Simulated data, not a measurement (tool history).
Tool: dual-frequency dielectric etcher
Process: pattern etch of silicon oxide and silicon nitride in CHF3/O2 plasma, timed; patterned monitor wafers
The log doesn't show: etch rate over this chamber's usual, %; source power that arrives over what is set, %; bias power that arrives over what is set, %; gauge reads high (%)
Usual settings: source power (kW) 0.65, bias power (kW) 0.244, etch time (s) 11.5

run,day,source power (kW),bias power (kW),etch time (s),wafers since the last listed run,hours since the last wet clean,hours since the last source power generator calibration,hours since the last bias power generator calibration,hours since the last upper electrode change,hours since the gauge calibration,"read-back reference wafer on the same gauge, depth_nm",mean etch depth across the wafer (nm)
1,0,0.75,0.282,11.5,0,445.5,3340.4,3651,3546.7,53.1,20.61,19.58
2,0.333,0.75,0.282,11.5,81,453.5,3348.4,3659,3554.7,61.1,20.56,19.37
3,0.662,0.7,0.244,13,80,461.4,3356.3,3666.9,3562.6,69,20.62,19.89
4,1.029,0.7,0.244,13,90,470.2,3365.1,3675.7,3571.4,77.8,20.58,19.84
5,1.738,0.7,0.244,13,173,487.2,3382.1,3692.7,3588.4,94.8,20.6,19.73
# day 3.083: bias power generator calibrated
# day 3.175: wet clean of the chamber
6,3.196,0.65,0.244,11.5,293,0.5,3417.1,2.7,3623.4,129.8,20.6,17.77
7,3.212,0.65,0.244,11.5,4,0.9,3417.5,3.1,3623.8,130.2,20.61,17.88
8,3.225,0.65,0.244,10,3,1.2,3417.8,3.4,3624.1,130.5,20.66,15.52
9,3.779,0.65,0.244,11.5,136,14.5,3431.1,16.7,3637.4,143.8,20.58,17.74
# day 4.917: upper electrode replaced, of another model than before
# day 4.925: gauge calibrated
10,4.938,0.79,0.215,14,38,42.3,3458.9,44.5,0.5,0.3,20.62,21.87
11,4.95,0.65,0.195,13,3,42.6,3459.2,44.8,0.8,0.6,20.61,15.91
12,5.079,0.65,0.244,14,31,45.7,3462.3,47.9,3.9,3.7,20.61,21.54
13,5.808,0.8,0.244,11.5,179,63.2,3479.8,65.4,21.4,21.2,20.57,20.21
14,6.5,0.65,0.244,11.5,169,79.8,3496.4,82,38,37.8,20.61,17.79
# day 6.921: source power generator calibrated
15,6.942,0.79,0.215,14,67,90.4,0.5,92.6,48.6,48.4,20.62,21.69
16,7.242,0.76,0.244,8,73,97.6,7.7,99.8,55.8,55.6,20.58,13.62
17,7.767,0.65,0.244,11.5,128,110.2,20.3,112.4,68.4,68.2,20.56,17.71
18,8.438,0.65,0.277,14.5,164,126.3,36.4,128.5,84.5,84.3,20.62,24.68
19,8.733,0.65,0.244,11.5,72,133.4,43.5,135.6,91.6,91.4,20.62,17.54

5 ways to go on from here, each from the tool as it stands after run 19. What would each give?
A,8.75,0.65,0.244,11.5,4,133.8,43.9,136,92,91.8,?,?
B,8.75,0.65,0.26,10.5,4,133.8,43.9,136,92,91.8,?,?
C,8.75,0.5,0.296,8.5,4,133.8,43.9,136,92,91.8,?,?
D,8.75,0.65,0.244,8.5,4,133.8,43.9,136,92,91.8,?,?
E,8.75,0.55,0.244,12.5,4,133.8,43.9,136,92,91.8,?,?

run,"read-back reference wafer on the same gauge, depth_nm",mean etch depth across the wafer (nm)
A,20.62,17.58
B,20.62,16.96
C,20.62,12.29
D,20.62,13
E,20.62,16.76
Without the tool's hidden state the same runs would have given:
run,mean etch depth across the wafer (nm)
A,18.1
B,17.46
C,12.66
D,13.38
E,17.26
